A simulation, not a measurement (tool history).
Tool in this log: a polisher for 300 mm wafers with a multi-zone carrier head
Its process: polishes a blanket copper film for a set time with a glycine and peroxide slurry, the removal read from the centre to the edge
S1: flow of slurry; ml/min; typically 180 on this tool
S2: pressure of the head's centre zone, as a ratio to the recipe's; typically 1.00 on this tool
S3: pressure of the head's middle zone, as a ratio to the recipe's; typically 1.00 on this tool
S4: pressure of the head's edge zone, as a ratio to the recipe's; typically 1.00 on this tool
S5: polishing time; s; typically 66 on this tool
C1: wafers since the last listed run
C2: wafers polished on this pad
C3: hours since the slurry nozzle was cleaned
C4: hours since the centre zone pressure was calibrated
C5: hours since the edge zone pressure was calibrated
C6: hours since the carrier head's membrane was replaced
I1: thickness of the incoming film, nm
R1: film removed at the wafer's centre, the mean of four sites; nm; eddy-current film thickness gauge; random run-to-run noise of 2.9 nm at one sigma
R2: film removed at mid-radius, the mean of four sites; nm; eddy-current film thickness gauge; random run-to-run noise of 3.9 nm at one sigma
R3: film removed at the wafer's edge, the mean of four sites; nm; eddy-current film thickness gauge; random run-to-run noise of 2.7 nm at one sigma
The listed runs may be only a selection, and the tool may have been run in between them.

run   hour   S1    S2    S3    S4  S5    C1   C2     C3      C4      C5      C6      I1     R1     R2     R3
  1    0.0  180  1.00  1.00  1.00  50     0  358  181.5   840.1  1152.0  1747.9  2174.5  182.4  182.5  193.6
  2   14.1  165  1.00  1.00  1.00  66   197  556  195.6   854.2  1166.1  1762.0  2154.0  230.9  239.1  241.7
      50.4  -- worn pad replaced by a new one
  3   50.9  180  1.00  1.00  1.03  66   460    7  232.4   891.0  1202.9  1798.8  2218.3  261.8  271.1  280.2
  4   82.2  180  1.00  1.00  1.00  66   439  446  263.7   922.3  1234.2  1830.1  2205.3  240.6  250.7  249.0
  5   99.2  180  1.00  1.00  1.00  66   238  685  280.7   939.3  1251.2  1847.1  2223.1  236.4  239.3  244.6
     118.2  -- carrier head's membrane replaced by a new one
  6  118.7  180  1.00  1.00  1.00  66   203  889  300.2   958.8  1270.7     0.5  2200.0  234.4  240.7  244.5
     130.7  -- worn pad replaced by a new one
  7  131.2  195  1.00  1.00  1.05  66   119    6  312.7   971.3  1283.2    13.0  2204.7  263.8  270.3  281.5
     154.1  -- slurry nozzle cleaned
  8  155.4  145  0.88  1.00  0.90  66   325  332    1.3   995.5  1307.4    37.2  2193.1  202.5  231.4  229.7
     164.8  -- edge zone pressure recalibrated
  9  167.9  180  1.00  1.00  1.00  66   147  479   13.8  1008.0     3.1    49.7  2165.7  238.8  241.1  249.1
     172.5  -- centre zone pressure recalibrated
     202.7  -- worn pad replaced by a new one
 10  255.2  180  1.00  1.00  1.00  75  1141  736  101.1    82.7    90.4   137.0  2169.4  267.5  272.1  276.9
 11  273.7  125  1.00  1.10  1.11  66   259  996  119.6   101.2   108.9   155.5  2225.1  214.5  237.1  238.0
     280.0  -- worn pad replaced by a new one
 12  301.7  180  0.95  1.00  1.00  89   336  304  147.6   129.2   136.9   183.5  2175.3  307.7  323.0  334.3
 13  334.2  210  1.00  1.09  1.00  66   456  760  180.1   161.7   169.4   216.0  2215.7  236.8  253.4  243.2
     352.8  -- worn pad replaced by a new one
 14  353.3  180  1.00  1.00  0.91  66   211    6  199.2   180.8   188.5   235.1  2221.7  258.5  267.0  256.5

Each row is a separate what-if for the run after 14, all from the same tool condition, not one after another. Results?
  A  353.7  180  1.00  1.00  1.00  78   5  12  199.6  181.2  188.9  235.5  2176.4   ?   ?   ?
  B  353.7  135  0.91  1.07  0.89  66   5  12  199.6  181.2  188.9  235.5  2176.4   ?   ?   ?
  C  353.7  180  0.92  0.94  1.05  66   5  12  199.6  181.2  188.9  235.5  2176.4   ?   ?   ?

run     R1     R2     R3
  A  314.8  321.7  319.8
  B  226.3  270.2  245.0
  C  244.8  259.9  277.3
Stripped of hidden state, with their random variation kept, the same runs would have yielded:
run     R1     R2     R3
  A  317.7  324.8  322.8
  B  228.4  272.7  247.4
  C  247.1  262.3  279.9
